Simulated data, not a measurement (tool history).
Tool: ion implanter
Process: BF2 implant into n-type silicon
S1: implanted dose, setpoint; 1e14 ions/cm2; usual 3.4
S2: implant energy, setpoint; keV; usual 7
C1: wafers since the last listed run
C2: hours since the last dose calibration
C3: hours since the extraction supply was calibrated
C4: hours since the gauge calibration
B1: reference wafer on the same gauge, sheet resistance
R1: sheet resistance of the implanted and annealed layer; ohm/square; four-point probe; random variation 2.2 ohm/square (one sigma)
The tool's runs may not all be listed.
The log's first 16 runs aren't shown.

run     day    S1   S2   C1      C2      C3      C4      B1      R1
 17  28.988   3.4    7  526  1416.4  2300.8   950.7  470.87  596.06
 18  30.325   3.4    7  351  1448.5  2332.9   982.8  471.49  594.65
      30.75  -- Faraday cup replaced and dose calibrated
 19  32.258   3.4    7  420    36.2  2379.3  1029.2  470.63  588.24
 20  33.417  4.11  5.5  304      64  2407.1    1057  471.41  626.42
     34.988  -- extraction supply calibrated
 21  35.767  2.46    7  529   120.4    18.7  1113.4  470.97  678.19
 22  37.379  2.75    8  423   159.1    57.4  1152.1  471.48  598.12
 23   38.55   3.4    8  307   187.2    85.5  1180.2  471.19  542.86
 24  41.142  4.22    9  680   249.4   147.7  1242.4  471.61  475.03
 25  43.933   3.4    7  733   316.4   214.7  1309.4  470.71  582.47
     45.029  -- gauge calibrated
 26  46.333  2.54  8.5  630     374   272.3    31.3  471.29   610.7
 27  47.829   3.4    7  392   409.9   308.2    67.2   471.3  583.56
 28  50.196  3.89    7  621   466.7     365     124  470.85  559.88
 29  52.858  2.72    9  699   530.6   428.9   187.9  471.21  570.84
 30  55.392  2.91    7  665   591.4   489.7   248.7   470.8  627.61
 31  57.429  2.81  9.5  535   640.3   538.6   297.6  471.11  552.98
 32    59.5   3.4    7  544     690   588.3   347.3  471.19  584.57
 33  60.846   3.4    7  353   722.3   620.6   379.6  471.26  586.04
 34  62.233   3.4    7  364   755.6   653.9   412.9  470.75  589.27
 35  64.571  3.91    7  614   811.7     710     469  470.72  559.04
 36  65.871  2.99    6  341   842.9   741.2   500.2  471.08  668.49

Forecast each of these 4 alternatives for the next run:
  A  65.888   2.8    7   4  843.3  741.6  500.6   ?   ?
  B  65.888  3.94  9.5   4  843.3  741.6  500.6   ?   ?
  C  65.888   2.5    5   4  843.3  741.6  500.6   ?   ?
  D  65.888  2.81    5   4  843.3  741.6  500.6   ?   ?

run      B1      R1
  A  470.85  635.96
  B  470.85  473.78
  C  470.85  797.37
  D  470.85  761.15
Without the tool's hidden state the same runs would have given:
run      R1
  A  632.95
  B  472.07
  C  794.05
  D  758.08
